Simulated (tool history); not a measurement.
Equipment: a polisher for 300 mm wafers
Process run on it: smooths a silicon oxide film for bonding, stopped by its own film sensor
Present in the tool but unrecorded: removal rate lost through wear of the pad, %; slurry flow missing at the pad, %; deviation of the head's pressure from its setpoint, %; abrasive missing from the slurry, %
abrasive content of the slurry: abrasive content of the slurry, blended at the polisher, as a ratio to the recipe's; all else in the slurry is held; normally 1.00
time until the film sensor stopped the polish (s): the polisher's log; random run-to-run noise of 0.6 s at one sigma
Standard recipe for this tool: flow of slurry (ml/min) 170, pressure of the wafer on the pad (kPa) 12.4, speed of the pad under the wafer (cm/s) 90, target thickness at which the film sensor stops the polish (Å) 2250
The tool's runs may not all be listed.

run	hour	flow of slurry (ml/min)	pressure of the wafer on the pad (kPa)	speed of the pad under the wafer (cm/s)	abrasive content of the slurry	target thickness at which the film sensor stops the polish (Å)	wafers since the last listed run	wafers polished on this pad	hours since the slurry nozzle was cleaned	hours since the head pressure was calibrated	hours since the slurry blender was calibrated	incoming thickness of the incoming film, nm	time until the film sensor stopped the polish (s)
1	0.0	170	12.4	90	1.00	2250	0	1312	74.1	1015.0	68.6	262.5	54.3
2	9.3	170	12.4	90	1.00	2250	127	1440	83.4	1024.3	77.9	254.5	43.4
3	25.3	170	12.4	90	1.00	2250	219	1659	99.4	1040.3	93.9	263.3	56.1
# hour 30.7: worn pad replaced by a new one
4	42.8	170	12.4	90	1.00	2250	185	166	116.9	1057.8	111.4	262.9	55.3
5	58.0	170	12.4	90	0.85	2250	208	375	132.1	1073.0	126.6	260.2	55.6
6	68.9	170	12.4	90	0.85	2250	149	525	143.0	1083.9	137.5	261.1	55.9
7	75.7	170	12.4	90	1.00	2250	93	618	149.8	1090.7	144.3	256.2	46.3
8	89.1	120	12.4	82	1.00	2250	184	802	163.2	1104.1	157.7	263.9	62.9
9	97.3	170	12.4	90	1.00	2280	112	915	171.4	1112.3	165.9	262.0	48.9
10	104.7	170	12.4	90	1.00	2250	101	1016	178.8	1119.7	173.3	262.2	53.7
11	115.4	170	12.4	90	1.00	2300	146	1163	189.5	1130.4	184.0	258.5	41.2
12	129.5	185	12.4	102	1.30	2250	193	1357	203.6	1144.5	198.1	258.8	39.7
13	136.1	170	12.4	90	1.00	2250	90	1447	210.2	1151.1	204.7	263.0	56.4
14	146.3	170	12.4	64	1.00	2250	140	1588	220.4	1161.3	214.9	255.4	57.4
15	158.3	170	12.4	90	1.00	2250	164	1752	232.4	1173.3	226.9	263.4	55.8
16	164.6	170	12.4	90	1.00	2250	86	1839	238.7	1179.6	233.2	257.6	46.7
# hour 171.3: worn pad replaced by a new one
17	176.5	170	15.9	90	1.00	2190	108	71	250.6	1191.5	245.1	256.1	45.5
# hour 186.4: head pressure recalibrated
18	186.9	170	12.4	90	1.00	2250	115	186	261.0	0.5	255.5	265.3	58.8
19	192.6	125	15.9	68	1.00	2250	78	265	266.7	6.2	261.2	259.4	54.8
20	202.7	150	15.2	102	1.15	2250	138	403	276.8	16.3	271.3	255.8	34.5
21	209.3	170	15.9	90	1.00	2190	90	494	283.4	22.9	277.9	259.8	50.2
22	216.5	170	12.4	90	1.00	2250	98	593	290.6	30.1	285.1	264.5	57.6
23	225.0	125	10.3	90	1.00	2320	116	710	299.1	38.6	293.6	261.0	49.1
24	232.5	170	15.2	114	1.00	2340	103	813	306.6	46.1	301.1	260.5	27.8
25	244.0	170	12.4	90	1.00	2250	157	970	318.1	57.6	312.6	257.2	47.0
26	254.8	170	12.4	114	1.00	2200	148	1119	328.9	68.4	323.4	260.2	47.9
27	268.0	195	12.4	90	1.00	2250	181	1300	342.1	81.6	336.6	258.6	49.4
# hour 278.9: worn pad replaced by a new one
28	279.4	170	12.4	90	1.00	2250	101	6	353.5	93.0	348.0	255.5	44.4
29	295.4	130	12.4	90	1.00	2250	219	226	369.5	109.0	364.0	258.3	50.5
30	306.3	125	12.4	80	1.00	2250	149	376	380.4	119.9	374.9	259.5	56.2
# hour 320.9: slurry blender recalibrated
31	321.6	170	12.4	90	1.00	2250	182	559	395.7	135.2	0.7	259.8	51.4

4 options for the next run, each taken on its own from the tool as it stands now. Forecast them:
A	322.0	170	12.4	90	1.00	2250	5	564	396.1	135.6	1.1	256.8	?
B	322.0	170	12.4	76	1.25	2250	5	564	396.1	135.6	1.1	256.8	?
C	322.0	120	12.4	80	1.00	2210	5	564	396.1	135.6	1.1	256.8	?
D	322.0	200	12.4	90	1.00	2250	5	564	396.1	135.6	1.1	256.8	?

run	time until the film sensor stopped the polish (s)
A	46.6
B	48.8
C	60.2
D	45.7
With no hidden state in the tool, these same runs would have given:
run	time until the film sensor stopped the polish (s)
A	46.6
B	48.8
C	60.2
D	45.7
